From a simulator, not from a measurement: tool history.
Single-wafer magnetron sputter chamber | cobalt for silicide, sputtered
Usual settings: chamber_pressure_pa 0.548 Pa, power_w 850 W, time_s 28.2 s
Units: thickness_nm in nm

| run | hour | chamber_pressure_pa | power_w | time_s | read-back reference wafer on the same gauge, thickness_nm | thickness_nm |
|---|---|---|---|---|---|---|
| 1 | 0.0 | 0.548 | 850 | 28.2 | 10.739 | 10.649 |
| 2 | 75.1 | 0.548 | 850 | 28.2 | 10.726 | 10.615 |
| 3 | 138.6 | 0.548 | 850 | 28.2 | 10.716 | 10.637 |
| 4 | 176.7 | 0.548 | 850 | 28.2 | 10.707 | 10.602 |
| 5 | 239.7 | 0.548 | 850 | 28.2 | 10.694 | 10.616 |
| 6 | 283.5 | 0.548 | 700 | 28.2 | 10.701 | 9.446 |
|  | 365.4 | sputter target and shields replaced |
| 7 | 365.9 | 0.548 | 700 | 28.2 | 10.668 | 9.436 |
| 8 | 422.9 | 0.548 | 700 | 28.2 | 10.659 | 9.414 |
| 9 | 513.5 | 0.548 | 850 | 29.4 | 10.641 | 10.992 |
|  | 537.2 | gauge calibrated |
| 10 | 571.6 | 0.548 | 850 | 29.4 | 10.911 | 11.249 |
| 11 | 641.4 | 0.548 | 850 | 28.2 | 10.924 | 10.861 |
|  | 713.8 | magnet pack replaced |
| 12 | 723.0 | 0.548 | 850 | 28.2 | 10.917 | 10.732 |
| 13 | 792.2 | 0.548 | 850 | 28.2 | 10.923 | 10.791 |
| 14 | 862.2 | 0.548 | 850 | 28.2 | 10.932 | 10.846 |
| 15 | 916.7 | 0.548 | 850 | 28.2 | 10.932 | 10.841 |
|  | 939.4 | sputter target and shields replaced |
| 16 | 975.1 | 0.548 | 850 | 28.2 | 10.925 | 10.792 |
| 17 | 1034.1 | 0.548 | 850 | 22.7 | 10.913 | 8.710 |
|  | 1131.8 | capacitance manometer re-zeroed and calibrated |
| 18 | 1132.3 | 0.548 | 1050 | 28.2 | 10.898 | 12.367 |
| 19 | 1233.9 | 0.548 | 750 | 26.7 | 10.895 | 9.435 |
| 20 | 1336.3 | 0.428 | 850 | 30.8 | 10.880 | 12.263 |
| 21 | 1391.1 | 0.548 | 700 | 28.2 | 10.872 | 9.623 |
|  | 1419.8 | sputter target and shields replaced |
| 22 | 1476.5 | 0.742 | 850 | 28.2 | 10.885 | 10.171 |
| 23 | 1522.3 | 0.408 | 850 | 28.2 | 10.861 | 11.233 |
| 24 | 1599.3 | 0.410 | 750 | 24.2 | 10.848 | 8.936 |
| 25 | 1638.8 | 0.548 | 850 | 28.2 | 10.858 | 10.768 |
| 26 | 1710.8 | 0.548 | 850 | 28.2 | 10.826 | 10.651 |
| 27 | 1797.4 | 0.548 | 850 | 28.2 | 10.838 | 10.759 |
| 28 | 1836.8 | 0.418 | 800 | 32.6 | 10.830 | 12.484 |
| 29 | 1886.3 | 0.684 | 800 | 32.9 | 10.811 | 11.617 |
| 30 | 1956.0 | 0.548 | 850 | 28.2 | 10.800 | 10.714 |
|  | 1992.0 | sputter target and shields replaced |
| 31 | 1997.7 | 0.548 | 850 | 28.2 | 10.807 | 10.767 |
| 32 | 2074.4 | 0.548 | 850 | 28.2 | 10.779 | 10.677 |
| 33 | 2161.7 | 0.658 | 950 | 28.2 | 10.760 | 11.074 |
| 34 | 2208.0 | 0.548 | 1000 | 28.2 | 10.741 | 11.820 |
| 35 | 2300.3 | 0.437 | 650 | 28.2 | 10.729 | 9.427 |

Forecast each of these 4 alternatives for the next run:
| A | 2300.7 | 0.548 | 850 | 28.2 | ? | ? |
| B | 2300.7 | 0.485 | 800 | 28.2 | ? | ? |
| C | 2300.7 | 0.665 | 700 | 24.9 | ? | ? |
| D | 2300.7 | 0.548 | 850 | 23.3 | ? | ? |

| run | read-back reference wafer on the same gauge, thickness_nm | thickness_nm |
|---|---|---|
| A | 10.725 | 10.573 |
| B | 10.725 | 10.391 |
| C | 10.725 | 8.049 |
| D | 10.725 | 8.736 |
Without the tool's hidden state the same runs would have given:
| run | thickness_nm |
|---|---|
| A | 10.736 |
| B | 10.551 |
| C | 8.173 |
| D | 8.870 |
